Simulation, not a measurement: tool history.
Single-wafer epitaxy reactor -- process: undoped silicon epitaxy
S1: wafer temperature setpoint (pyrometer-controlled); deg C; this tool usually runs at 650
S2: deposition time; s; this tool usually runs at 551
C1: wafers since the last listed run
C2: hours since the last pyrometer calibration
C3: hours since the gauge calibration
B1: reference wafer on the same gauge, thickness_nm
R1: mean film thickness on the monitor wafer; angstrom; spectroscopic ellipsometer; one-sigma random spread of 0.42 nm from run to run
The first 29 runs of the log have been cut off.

run   hour   S1   S2  C1      C2     C3      B1       R1
 30  372.9  650  551  94  1894.8   33.3  93.309  1020.46
 31  379.4  643  661  25  1901.3   39.8  93.227  1076.73
 32  396.5  660  580  67  1918.4   56.9  93.277  1305.07
 33  411.6  650  551  59  1933.5   72.0  93.144  1025.44
     421.4  -- pyrometer calibrated
 34  423.1  650  512  13     1.7   83.5  93.297   914.93
 35  440.8  643  597  69    19.4  101.2  93.114   931.89
 36  454.3  643  516  53    32.9  114.7  93.236   804.70
 37  469.8  641  479  60    48.4  130.2  93.185   716.09
 38  482.7  646  600  50    61.3  143.1  93.255   994.71
 39  498.4  656  551  61    77.0  158.8  93.318  1097.22
 40  515.4  650  551  66    94.0  175.8  93.184   986.35
 41  530.3  650  551  58   108.9  190.7  93.158   980.49
 42  536.3  664  641  23   114.9  196.7  93.127  1489.71
 43  550.2  650  607  54   128.8  210.6  93.264  1080.95
 44  558.0  662  443  30   136.6  218.4  93.272   993.41

Each row is a separate what-if for the run after 44, all from the same tool condition, not one after another. Results?
  A  558.6  650  655   2  137.2  219.0   ?   ?
  B  558.6  641  442   2  137.2  219.0   ?   ?
  C  558.6  660  498   2  137.2  219.0   ?   ?
  D  558.6  662  600   2  137.2  219.0   ?   ?

run      B1       R1
  A  93.275  1173.50
  B  93.275   665.56
  C  93.275  1078.53
  D  93.275  1349.08
Without the tool's unlogged condition, the same runs would have read:
run       R1
  A  1155.97
  B   655.44
  C  1062.71
  D  1329.38

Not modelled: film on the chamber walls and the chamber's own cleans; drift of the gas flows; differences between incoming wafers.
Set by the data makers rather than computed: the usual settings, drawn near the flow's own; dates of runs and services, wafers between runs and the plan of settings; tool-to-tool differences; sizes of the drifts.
